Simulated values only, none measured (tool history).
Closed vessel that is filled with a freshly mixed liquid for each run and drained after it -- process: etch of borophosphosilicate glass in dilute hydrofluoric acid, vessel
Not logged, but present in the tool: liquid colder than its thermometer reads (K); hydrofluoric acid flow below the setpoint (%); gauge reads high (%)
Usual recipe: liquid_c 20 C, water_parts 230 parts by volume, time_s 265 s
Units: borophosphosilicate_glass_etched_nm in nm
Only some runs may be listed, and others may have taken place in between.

run	hour	liquid_c	water_parts	time_s	wafers since the last listed run	hours since the thermometer was replaced	hours since the hydrofluoric acid flow meter was replaced	hours since the gauge calibration	read-back film thickness of the borophosphosilicate glass reference wafer, read on the same gauge (nm)	borophosphosilicate_glass_etched_nm
1	0	20	230	265	0	3096.9	672.5	188.7	70.02	32.53
2	7.9	20	230	265	489	3104.8	680.4	196.6	69.99	32.47
3	25.8	20	230	265	1109	3122.7	698.3	214.5	69.99	32.54
4	41.7	20	230	265	985	3138.6	714.2	230.4	69.97	32.76
5	49.9	20	230	265	508	3146.8	722.4	238.6	69.98	32.2
6	57.5	20	175	265	471	3154.4	730	246.2	69.97	45.22
7	65.1	20	175	265	471	3162	737.6	253.8	70.02	45.37
8	80.8	20	200	265	973	3177.7	753.3	269.5	70.01	38.34
9	87.1	20	200	265	390	3184	759.6	275.8	70	37.76
10	103.1	20	200	265	991	3200	775.6	291.8	70.05	38.35
11	120.3	20	155	265	1066	3217.2	792.8	309	70.01	51.26
12	135.1	17	230	265	917	3232	807.6	323.8	70.01	28.72
13	151.9	23	230	265	1041	3248.8	824.4	340.6	69.99	35.78
14	161.5	20	230	225	595	3258.4	834	350.2	69.99	26.87
# hour 165.1: thermometer replaced
15	179.4	20	230	265	1047	14.3	851.9	368.1	70	32.01
# hour 185.5: gauge calibrated
16	195.6	20	230	265	1004	30.5	868.1	10.1	69.99	31.79
17	212.7	18	285	265	1060	47.6	885.2	27.2	70	22.43
18	219	24	155	265	390	53.9	891.5	33.5	69.99	60.3
19	228.9	20	230	265	613	63.8	901.4	43.4	70.01	31.54
20	236	17	125	335	440	70.9	908.5	50.5	70.02	73.11
21	249.2	20	230	265	818	84.1	921.7	63.7	70	31.53
# hour 261.1: hydrofluoric acid flow meter replaced
22	262.9	20	130	120	787	97.8	1.8	77.4	70.01	31.93
23	275	17	130	410	750	109.9	13.9	89.5	69.98	96.92
24	291.2	18.5	230	265	1004	126.1	30.1	105.7	69.99	33.66
25	344.7	17	125	265	3316	179.6	83.6	159.2	69.96	64.51
26	359.8	20	230	265	936	194.7	98.7	174.3	70.03	35.3
27	376.7	20	230	265	1047	211.6	115.6	191.2	69.97	35.46

Take each entry between the runs: how does the hidden state at the last listed run before it differ from the hidden state at the first listed run after it?
After run 14, before run 15: thermometer replaced (hour 165.1)
  hydrofluoric acid flow below the setpoint (%): 9.56 -> 9.74
  the result without the hidden state subtracted from the measured one, borophosphosilicate_glass_etched_nm: -3.53 -> -4.29 nm
After run 15, before run 16: gauge calibrated (hour 185.5)
  hydrofluoric acid flow below the setpoint (%): 9.74 -> 9.9
  the result without the hidden state subtracted from the measured one, borophosphosilicate_glass_etched_nm: -4.29 -> -4.35 nm
After run 21, before run 22: hydrofluoric acid flow meter replaced (hour 261.1)
  hydrofluoric acid flow below the setpoint (%): 10.4 -> 0.276
  the result without the hidden state subtracted from the measured one, borophosphosilicate_glass_etched_nm: -4.57 -> -0.1 nm
